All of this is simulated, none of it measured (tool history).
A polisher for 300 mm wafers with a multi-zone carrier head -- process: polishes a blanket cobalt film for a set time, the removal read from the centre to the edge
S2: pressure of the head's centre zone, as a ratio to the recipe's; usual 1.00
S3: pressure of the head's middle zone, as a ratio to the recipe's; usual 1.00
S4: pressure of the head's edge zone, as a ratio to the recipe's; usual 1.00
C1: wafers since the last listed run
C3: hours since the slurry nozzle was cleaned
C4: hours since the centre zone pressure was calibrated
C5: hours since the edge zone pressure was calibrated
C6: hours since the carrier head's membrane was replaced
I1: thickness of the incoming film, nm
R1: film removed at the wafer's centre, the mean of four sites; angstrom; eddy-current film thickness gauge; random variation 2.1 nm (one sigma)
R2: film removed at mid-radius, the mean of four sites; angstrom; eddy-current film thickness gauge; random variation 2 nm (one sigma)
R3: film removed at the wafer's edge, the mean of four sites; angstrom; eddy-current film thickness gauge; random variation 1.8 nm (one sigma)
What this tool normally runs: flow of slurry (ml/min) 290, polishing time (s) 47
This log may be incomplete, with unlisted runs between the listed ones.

Run 1, hour 0.0: usual settings but flow of slurry (ml/min) 355; C1 0; wafers polished on this pad 4; C3 37.9; C4 651.9; C5 224.9; C6 1246.3; I1 1170.5. Result: R1 1482 angstrom, R2 1463 angstrom, R3 1360 angstrom.
Run 2, hour 28.5: usual settings; C1 223; wafers polished on this pad 227; C3 66.4; C4 680.4; C5 253.4; C6 1274.8; I1 1188.6. Result: R1 1453 angstrom, R2 1428 angstrom, R3 1348 angstrom.
Run 3, hour 43.3: usual settings; C1 116; wafers polished on this pad 343; C3 81.2; C4 695.2; C5 268.2; C6 1289.6; I1 1163.8. Result: R1 1435 angstrom, R2 1398 angstrom, R3 1355 angstrom.
Run 4, hour 71.4: usual settings; C1 220; wafers polished on this pad 564; C3 109.3; C4 723.3; C5 296.3; C6 1317.7; I1 1146.3. Result: R1 1417 angstrom, R2 1341 angstrom, R3 1304 angstrom.
Run 5, hour 88.2: usual settings but S2 0.93, S4 1.05; C1 131; wafers polished on this pad 695; C3 126.1; C4 740.1; C5 313.1; C6 1334.5; I1 1156.4. Result: R1 1270 angstrom, R2 1267 angstrom, R3 1270 angstrom.
At hour 94.2: centre zone pressure recalibrated.
Run 6, hour 103.4: usual settings but S2 0.93, S4 1.05; C1 103; wafers polished on this pad 799; C3 141.3; C4 9.2; C5 328.3; C6 1349.7; I1 1146.3. Result: R1 1105 angstrom, R2 1243 angstrom, R3 1234 angstrom.
At hour 114.2: worn pad replaced by a new one.
Run 7, hour 124.3: usual settings but S2 0.91; C1 132; wafers polished on this pad 79; C3 162.2; C4 30.1; C5 349.2; C6 1370.6; I1 1175.3. Result: R1 1250 angstrom, R2 1492 angstrom, R3 1385 angstrom.
At hour 140.2: carrier head's membrane replaced by a new one.
Run 8, hour 145.4: usual settings but S3 0.91, S4 0.93; C1 126; wafers polished on this pad 205; C3 183.3; C4 51.2; C5 370.3; C6 5.2; I1 1156.6. Result: R1 1380 angstrom, R2 1326 angstrom, R3 1361 angstrom.
Run 9, hour 160.6: usual settings but polishing time (s) 36; C1 119; wafers polished on this pad 324; C3 198.5; C4 66.4; C5 385.5; C6 20.4; I1 1161.1. Result: R1 1024 angstrom, R2 1084 angstrom, R3 1073 angstrom.
At hour 165.7: slurry nozzle cleaned.
Run 10, hour 188.5: usual settings but polishing time (s) 36; C1 210; wafers polished on this pad 535; C3 22.8; C4 94.3; C5 413.4; C6 48.3; I1 1181.9. Result: R1 1006 angstrom, R2 1059 angstrom, R3 1011 angstrom.
Run 11, hour 201.9: usual settings; C1 105; wafers polished on this pad 640; C3 36.2; C4 107.7; C5 426.8; C6 61.7; I1 1188.1. Result: R1 1261 angstrom, R2 1372 angstrom, R3 1290 angstrom.
At hour 221.3: worn pad replaced by a new one.
Run 12, hour 221.6: usual settings but S2 0.88, S3 0.89, polishing time (s) 36; C1 123; wafers polished on this pad 2; C3 55.9; C4 127.4; C5 446.5; C6 81.4; I1 1160.3. Result: R1 912 angstrom, R2 983 angstrom, R3 1076 angstrom.
Run 13, hour 235.9: usual settings but flow of slurry (ml/min) 360, S2 0.91, S3 0.93, S4 1.12; C1 112; wafers polished on this pad 114; C3 70.2; C4 141.7; C5 460.8; C6 95.7; I1 1169.1. Result: R1 1263 angstrom, R2 1347 angstrom, R3 1482 angstrom.
Run 14, hour 261.5: usual settings but S2 1.11; C1 200; wafers polished on this pad 315; C3 95.8; C4 167.3; C5 486.4; C6 121.3; I1 1172.8. Result: R1 1513 angstrom, R2 1423 angstrom, R3 1390 angstrom.
Run 15, hour 289.9: usual settings; C1 222; wafers polished on this pad 538; C3 124.2; C4 195.7; C5 514.8; C6 149.7; I1 1183.9. Result: R1 1331 angstrom, R2 1402 angstrom, R3 1311 angstrom.
Run 16, hour 306.1: usual settings but flow of slurry (ml/min) 385; C1 126; wafers polished on this pad 665; C3 140.4; C4 211.9; C5 531.0; C6 165.9; I1 1171.2. Result: R1 1297 angstrom, R2 1348 angstrom, R3 1339 angstrom.
At hour 317.9: worn pad replaced by a new one.
Run 17, hour 326.4: usual settings but S3 0.88, S4 1.11; C1 127; wafers polished on this pad 66; C3 160.7; C4 232.2; C5 551.3; C6 186.2; I1 1153.6. Result: R1 1393 angstrom, R2 1309 angstrom, R3 1524 angstrom.
At hour 335.0: edge zone pressure recalibrated.
Run 18, hour 362.2: usual settings but flow of slurry (ml/min) 335, S3 0.88, polishing time (s) 34; C1 264; wafers polished on this pad 331; C3 196.5; C4 268.0; C5 27.2; C6 222.0; I1 1166.6. Result: R1 992 angstrom, R2 934 angstrom, R3 1021 angstrom.
At hour 379.7: slurry nozzle cleaned.
Run 19, hour 384.2: usual settings but polishing time (s) 57; C1 164; wafers polished on this pad 495; C3 4.5; C4 290.0; C5 49.2; C6 244.0; I1 1157.9. Result: R1 1650 angstrom, R2 1671 angstrom, R3 1649 angstrom.
Run 20, hour 411.9: usual settings but S3 0.91, polishing time (s) 40; C1 217; wafers polished on this pad 713; C3 32.2; C4 317.7; C5 76.9; C6 271.7; I1 1179.0. Result: R1 1082 angstrom, R2 1036 angstrom, R3 1097 angstrom.
At hour 419.2: worn pad replaced by a new one.
Run 21, hour 434.8: usual settings but polishing time (s) 56; C1 148; wafers polished on this pad 122; C3 55.1; C4 340.6; C5 99.8; C6 294.6; I1 1190.0. Result: R1 1710 angstrom, R2 1713 angstrom, R3 1660 angstrom.
Run 22, hour 466.6: usual settings; C1 249; wafers polished on this pad 371; C3 86.9; C4 372.4; C5 131.6; C6 326.4; I1 1179.8. Result: R1 1359 angstrom, R2 1377 angstrom, R3 1365 angstrom.

4 ways to go on from here, each from the tool as it stands after run 22. What would each give?
Run A, hour 467.0: usual settings; C1 3; wafers polished on this pad 374; C3 87.3; C4 372.8; C5 132.0; C6 326.8; I1 1155.9. Result: R1 ?, R2 ?, R3 ?.
Run B, hour 467.0: usual settings but S2 0.94, S3 1.11, polishing time (s) 55; C1 3; wafers polished on this pad 374; C3 87.3; C4 372.8; C5 132.0; C6 326.8; I1 1155.9. Result: R1 ?, R2 ?, R3 ?.
Run C, hour 467.0: usual settings but flow of slurry (ml/min) 340, S2 1.04; C1 3; wafers polished on this pad 374; C3 87.3; C4 372.8; C5 132.0; C6 326.8; I1 1155.9. Result: R1 ?, R2 ?, R3 ?.
Run D, hour 467.0: usual settings but flow of slurry (ml/min) 375, S3 1.11; C1 3; wafers polished on this pad 374; C3 87.3; C4 372.8; C5 132.0; C6 326.8; I1 1155.9. Result: R1 ?, R2 ?, R3 ?.

run    R1    R2    R3
  A  1377  1400  1329
  B  1515  1790  1553
  C  1449  1414  1340
  D  1404  1556  1345
The same runs, with their run-to-run variation unchanged, on a tool lacking any hidden condition would have given:
run    R1    R2    R3
  A  1400  1467  1393
  B  1540  1877  1628
  C  1473  1483  1405
  D  1427  1631  1410
